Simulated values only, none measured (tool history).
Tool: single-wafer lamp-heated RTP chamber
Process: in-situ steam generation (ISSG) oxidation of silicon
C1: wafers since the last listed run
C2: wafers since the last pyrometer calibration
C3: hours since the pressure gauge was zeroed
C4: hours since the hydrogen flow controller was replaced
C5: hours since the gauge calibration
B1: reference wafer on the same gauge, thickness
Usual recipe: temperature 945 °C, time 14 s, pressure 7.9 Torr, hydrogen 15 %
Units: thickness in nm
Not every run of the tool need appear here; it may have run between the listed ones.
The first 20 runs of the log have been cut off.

{"run": 21, "hour": 994.3, "temperature": 939, "time": 16, "pressure": 9.0, "hydrogen": 11, "C1": 872, "C2": 5160, "C3": 288.5, "C4": 159.7, "C5": 731.9, "B1": 3.87, "thickness": 3.577}
{"run": 22, "hour": 1027.4, "temperature": 961, "time": 14, "pressure": 7.9, "hydrogen": 19, "C1": 571, "C2": 5732, "C3": 321.6, "C4": 192.8, "C5": 765.0, "B1": 3.868, "thickness": 4.075}
{"run": 23, "hour": 1069.0, "temperature": 945, "time": 14, "pressure": 7.9, "hydrogen": 15, "C1": 718, "C2": 6451, "C3": 363.2, "C4": 234.4, "C5": 806.6, "B1": 3.871, "thickness": 3.698}
{"hour": 1114.2, "done": "pyrometer window cleaned and pyrometer calibrated"}
{"run": 24, "hour": 1125.4, "temperature": 945, "time": 14, "pressure": 6.9, "hydrogen": 22, "C1": 836, "C2": 193, "C3": 419.6, "C4": 290.8, "C5": 863.0, "B1": 3.871, "thickness": 3.995}
{"run": 25, "hour": 1192.2, "temperature": 939, "time": 14, "pressure": 7.9, "hydrogen": 15, "C1": 1153, "C2": 1347, "C3": 486.4, "C4": 357.6, "C5": 929.8, "B1": 3.867, "thickness": 3.613}
{"run": 26, "hour": 1254.8, "temperature": 964, "time": 14, "pressure": 7.9, "hydrogen": 15, "C1": 1081, "C2": 2428, "C3": 549.0, "C4": 420.2, "C5": 992.4, "B1": 3.872, "thickness": 3.855}
{"run": 27, "hour": 1399.7, "temperature": 945, "time": 10, "pressure": 7.9, "hydrogen": 15, "C1": 2502, "C2": 4931, "C3": 693.9, "C4": 565.1, "C5": 1137.3, "B1": 3.872, "thickness": 3.265}
{"run": 28, "hour": 1450.7, "temperature": 937, "time": 14, "pressure": 7.9, "hydrogen": 19, "C1": 880, "C2": 5812, "C3": 744.9, "C4": 616.1, "C5": 1188.3, "B1": 3.868, "thickness": 3.818}
{"run": 29, "hour": 1489.2, "temperature": 945, "time": 14, "pressure": 7.9, "hydrogen": 15, "C1": 665, "C2": 6477, "C3": 783.4, "C4": 654.6, "C5": 1226.8, "B1": 3.87, "thickness": 3.696}
{"run": 30, "hour": 1560.6, "temperature": 932, "time": 14, "pressure": 7.9, "hydrogen": 15, "C1": 1233, "C2": 7710, "C3": 854.8, "C4": 726.0, "C5": 1298.2, "B1": 3.869, "thickness": 3.581}
{"hour": 1584.9, "done": "pyrometer window cleaned and pyrometer calibrated"}
{"run": 31, "hour": 1632.3, "temperature": 945, "time": 18, "pressure": 7.9, "hydrogen": 11, "C1": 1100, "C2": 818, "C3": 926.5, "C4": 797.7, "C5": 1369.9, "B1": 3.87, "thickness": 3.799}

Below are 4 alternative next runs, each starting from the tool's condition after run 31. Predict each:
{"run": "A", "hour": 1632.7, "temperature": 945, "time": 14, "pressure": 7.9, "hydrogen": 15, "C1": 6, "C2": 825, "C3": 926.9, "C4": 798.1, "C5": 1370.3, "B1": "?", "thickness": "?"}
{"run": "B", "hour": 1632.7, "temperature": 929, "time": 10, "pressure": 7.9, "hydrogen": 11, "C1": 6, "C2": 825, "C3": 926.9, "C4": 798.1, "C5": 1370.3, "B1": "?", "thickness": "?"}
{"run": "C", "hour": 1632.7, "temperature": 945, "time": 14, "pressure": 7.9, "hydrogen": 11, "C1": 6, "C2": 825, "C3": 926.9, "C4": 798.1, "C5": 1370.3, "B1": "?", "thickness": "?"}
{"run": "D", "hour": 1632.7, "temperature": 945, "time": 19, "pressure": 9.1, "hydrogen": 15, "C1": 6, "C2": 825, "C3": 926.9, "C4": 798.1, "C5": 1370.3, "B1": "?", "thickness": "?"}

run=A B1=3.870 thickness=3.684
run=B B1=3.870 thickness=2.925
run=C B1=3.870 thickness=3.439
run=D B1=3.870 thickness=4.137
The same runs, with their run-to-run variation unchanged, on a tool lacking any hidden condition would have given:
run=A thickness=3.676
run=B thickness=2.920
run=C thickness=3.432
run=D thickness=4.128

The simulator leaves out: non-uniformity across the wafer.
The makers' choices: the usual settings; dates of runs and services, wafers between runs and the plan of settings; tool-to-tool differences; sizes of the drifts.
